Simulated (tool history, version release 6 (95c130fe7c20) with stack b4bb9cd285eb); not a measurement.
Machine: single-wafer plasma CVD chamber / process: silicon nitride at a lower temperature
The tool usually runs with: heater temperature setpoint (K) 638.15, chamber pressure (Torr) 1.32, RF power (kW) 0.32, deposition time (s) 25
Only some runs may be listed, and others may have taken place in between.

run,hour,heater temperature setpoint (K),chamber pressure (Torr),RF power (kW),deposition time (s),"read-back reference wafer on the same gauge, thickness_nm",mean film thickness on the monitor wafer (Å)
1,0,638.15,1.32,0.32,25,26.14,283.58
# hour 53.3: thermocouple changed; heater temperature recalibrated
2,53.8,638.15,1.32,0.295,25,26.103,268.17
3,141.4,638.15,1.32,0.295,25,26.081,271.27
4,191.5,638.15,1.56,0.32,25,26.096,290.07
5,235.1,638.15,1.56,0.32,25,26.091,295.6
6,341.9,638.15,1.56,0.32,25,26.117,293.36
7,433.3,638.15,1.32,0.32,25,26.134,278.36
8,488.3,638.15,1.32,0.32,25,26.069,281.85
9,563.6,648.15,1.32,0.32,25,26.126,282.55
10,660.8,648.15,1.32,0.32,25,26.076,281.04
11,697.1,648.15,1.32,0.32,25,26.096,279.25
# hour 759: capacitance manometer re-zeroed and calibrated
12,774.4,648.15,1.32,0.32,21.1,26.097,237.17
13,811.6,648.15,1.32,0.32,21.1,26.094,237.1
14,862.6,648.15,1.32,0.32,21.1,26.093,236.26
# hour 901.5: gauge calibrated
15,965.6,638.15,1.32,0.32,25,26.079,281.11
16,1047.1,638.15,1.32,0.32,25,26.108,281.14
# hour 1120.8: RF generator calibrated
17,1138.9,645.15,1.14,0.32,25,26.103,274.92
# hour 1166.6: showerhead replaced
18,1400,627.15,1.32,0.32,25,26.119,283.93
# hour 1454: thermocouple changed; heater temperature recalibrated
19,1476.9,642.15,1.58,0.295,25,26.091,280.13
20,1560.6,638.15,1.32,0.38,25,26.098,305.98
21,1664.9,638.15,1.32,0.295,25,26.118,270.45
22,1729.4,625.15,1.32,0.255,25,26.079,252.41
23,1822.8,647.15,1.05,0.35,20.3,26.079,225.36
24,2004.8,638.15,1.11,0.32,25,26.127,269.39
25,2069,638.15,1.11,0.37,25,26.113,292.76
# hour 2085: gauge calibrated
26,2176.6,638.15,1.32,0.32,25,26.123,281.89
27,2248.1,638.15,1.41,0.365,22.8,26.11,278.93
28,2301.2,624.15,1.13,0.29,29.9,26.094,315.35

What if the next run were any one of these 3? Each begins from the tool's condition after run 28:
A,2301.6,638.15,1.32,0.32,27.2,?,?
B,2301.6,638.15,1.21,0.3,25,?,?
C,2301.6,626.15,1.48,0.385,28.9,?,?

run,"read-back reference wafer on the same gauge, thickness_nm",mean film thickness on the monitor wafer (Å)
A,26.097,309
B,26.097,270.22
C,26.097,370.49
What these runs would have given with no unlogged condition in the tool:
run,mean film thickness on the monitor wafer (Å)
A,309
B,270.22
C,370.49
